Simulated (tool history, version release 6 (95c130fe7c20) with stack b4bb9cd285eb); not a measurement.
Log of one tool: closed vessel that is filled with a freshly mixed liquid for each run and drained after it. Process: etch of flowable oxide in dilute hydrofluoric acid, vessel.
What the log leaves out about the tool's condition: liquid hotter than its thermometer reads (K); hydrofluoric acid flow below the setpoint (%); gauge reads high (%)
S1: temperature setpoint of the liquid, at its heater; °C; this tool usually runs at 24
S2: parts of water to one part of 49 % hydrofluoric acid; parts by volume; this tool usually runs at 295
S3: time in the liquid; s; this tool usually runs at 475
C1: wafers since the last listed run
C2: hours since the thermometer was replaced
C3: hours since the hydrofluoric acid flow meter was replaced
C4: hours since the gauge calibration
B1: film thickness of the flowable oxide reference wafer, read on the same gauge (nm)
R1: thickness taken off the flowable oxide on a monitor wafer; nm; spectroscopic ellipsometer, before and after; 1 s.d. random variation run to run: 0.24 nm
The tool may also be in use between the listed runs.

{"run": 1, "hour": 0.0, "S1": 24, "S2": 295, "S3": 475, "C1": 0, "C2": 774.3, "C3": 548.3, "C4": 153.6, "B1": 60.01, "R1": 21.28}
{"run": 2, "hour": 13.7, "S1": 24, "S2": 295, "S3": 475, "C1": 1355, "C2": 788, "C3": 562, "C4": 167.3, "B1": 59.99, "R1": 21.57}
{"run": 3, "hour": 31.4, "S1": 24, "S2": 370, "S3": 475, "C1": 1750, "C2": 805.7, "C3": 579.7, "C4": 185, "B1": 60.03, "R1": 15.43}
{"run": 4, "hour": 45.1, "S1": 24, "S2": 370, "S3": 475, "C1": 1355, "C2": 819.4, "C3": 593.4, "C4": 198.7, "B1": 60, "R1": 15.44}
{"run": 5, "hour": 56.8, "S1": 24, "S2": 370, "S3": 475, "C1": 1157, "C2": 831.1, "C3": 605.1, "C4": 210.4, "B1": 59.96, "R1": 15.39}
{"run": 6, "hour": 71.1, "S1": 27, "S2": 295, "S3": 475, "C1": 1414, "C2": 845.4, "C3": 619.4, "C4": 224.7, "B1": 60, "R1": 22.79}
{"run": 7, "hour": 86.9, "S1": 24, "S2": 295, "S3": 340, "C1": 1562, "C2": 861.2, "C3": 635.2, "C4": 240.5, "B1": 60.03, "R1": 14.86}
{"run": 8, "hour": 110.2, "S1": 24, "S2": 295, "S3": 340, "C1": 2304, "C2": 884.5, "C3": 658.5, "C4": 263.8, "B1": 59.99, "R1": 14.91}
{"hour": 119.7, "done": "hydrofluoric acid flow meter replaced"}
{"run": 9, "hour": 120.4, "S1": 24, "S2": 295, "S3": 340, "C1": 910, "C2": 894.7, "C3": 0.7, "C4": 274, "B1": 59.98, "R1": 17.97}
{"hour": 129.2, "done": "thermometer replaced"}
{"run": 10, "hour": 135.1, "S1": 24, "S2": 145, "S3": 350, "C1": 1355, "C2": 5.9, "C3": 15.4, "C4": 288.7, "B1": 60, "R1": 44.12}
{"run": 11, "hour": 142.0, "S1": 24, "S2": 295, "S3": 475, "C1": 682, "C2": 12.8, "C3": 22.3, "C4": 295.6, "B1": 59.97, "R1": 24.78}
{"hour": 154.9, "done": "gauge calibrated"}
{"run": 12, "hour": 155.5, "S1": 27.5, "S2": 405, "S3": 475, "C1": 1335, "C2": 26.3, "C3": 35.8, "C4": 0.6, "B1": 60.02, "R1": 18.46}
{"run": 13, "hour": 164.4, "S1": 24, "S2": 295, "S3": 475, "C1": 880, "C2": 35.2, "C3": 44.7, "C4": 9.5, "B1": 59.98, "R1": 24.82}
{"run": 14, "hour": 171.2, "S1": 21, "S2": 190, "S3": 695, "C1": 672, "C2": 42, "C3": 51.5, "C4": 16.3, "B1": 59.99, "R1": 55.87}
{"run": 15, "hour": 179.4, "S1": 24, "S2": 295, "S3": 475, "C1": 811, "C2": 50.2, "C3": 59.7, "C4": 24.5, "B1": 59.96, "R1": 24.68}
{"run": 16, "hour": 197.2, "S1": 24, "S2": 295, "S3": 475, "C1": 1760, "C2": 68, "C3": 77.5, "C4": 42.3, "B1": 59.96, "R1": 24.79}
{"run": 17, "hour": 213.0, "S1": 24, "S2": 295, "S3": 400, "C1": 1562, "C2": 83.8, "C3": 93.3, "C4": 58.1, "B1": 60.01, "R1": 20.29}
{"run": 18, "hour": 221.6, "S1": 27, "S2": 235, "S3": 340, "C1": 850, "C2": 92.4, "C3": 101.9, "C4": 66.7, "B1": 60.04, "R1": 26.55}
{"run": 19, "hour": 265.9, "S1": 20.5, "S2": 350, "S3": 590, "C1": 4381, "C2": 136.7, "C3": 146.2, "C4": 111, "B1": 59.97, "R1": 21.43}

Each run again, without the hidden state but with its own random variation kept:
run=1 R1=25.71
run=2 R1=26.16
run=3 R1=18.97
run=4 R1=19.07
run=5 R1=19.08
run=6 R1=28.23
run=7 R1=18.44
run=8 R1=18.65
run=9 R1=18.39
run=10 R1=45.21
run=11 R1=25.5
run=12 R1=19.11
run=13 R1=25.7
run=14 R1=57.79
run=15 R1=25.66
run=16 R1=25.89
run=17 R1=21.29
run=18 R1=27.88
run=19 R1=22.83
